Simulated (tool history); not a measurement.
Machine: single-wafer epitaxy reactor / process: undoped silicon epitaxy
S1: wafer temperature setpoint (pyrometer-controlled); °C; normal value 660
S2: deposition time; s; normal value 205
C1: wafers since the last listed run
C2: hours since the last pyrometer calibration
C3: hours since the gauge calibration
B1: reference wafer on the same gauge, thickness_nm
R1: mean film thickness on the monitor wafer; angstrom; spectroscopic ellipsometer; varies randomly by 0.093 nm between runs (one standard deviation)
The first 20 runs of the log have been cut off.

run,hour,S1,S2,C1,C2,C3,B1,R1
21,492.8,660,205,66,1961,200.7,35.103,423.79
# hour 535.2: pyrometer calibrated
22,535.7,664,227,160,0.5,243.6,35.066,487.36
23,544.1,660,205,38,8.9,252,35.096,397.95
24,564.3,673,179,92,29.1,272.2,35.094,478.48
25,578.5,660,239,65,43.3,286.4,35.113,466.27
26,597.3,660,216,86,62.1,305.2,35.111,421.12
27,626.1,673,205,132,90.9,334,35.104,545.22
28,647.1,660,205,96,111.9,355,35.093,400.98
29,660.3,654,205,60,125.1,368.2,35.114,345.31
30,675.6,664,233,70,140.4,383.5,35.102,500.64
31,695.9,665,222,93,160.7,403.8,35.088,487.59

Consider 3 possible next runs. They are alternatives, not a sequence: every one starts from the tool as it was left by run 31. What does each give?
A,696.4,660,205,2,161.2,404.3,?,?
B,696.4,656,244,2,161.2,404.3,?,?
C,696.4,653,216,2,161.2,404.3,?,?

run,B1,R1
A,35.126,402.31
B,35.126,434.25
C,35.126,357.02
What these runs would have given with no unlogged condition in the tool:
run,R1
A,404.13
B,436.24
C,358.66
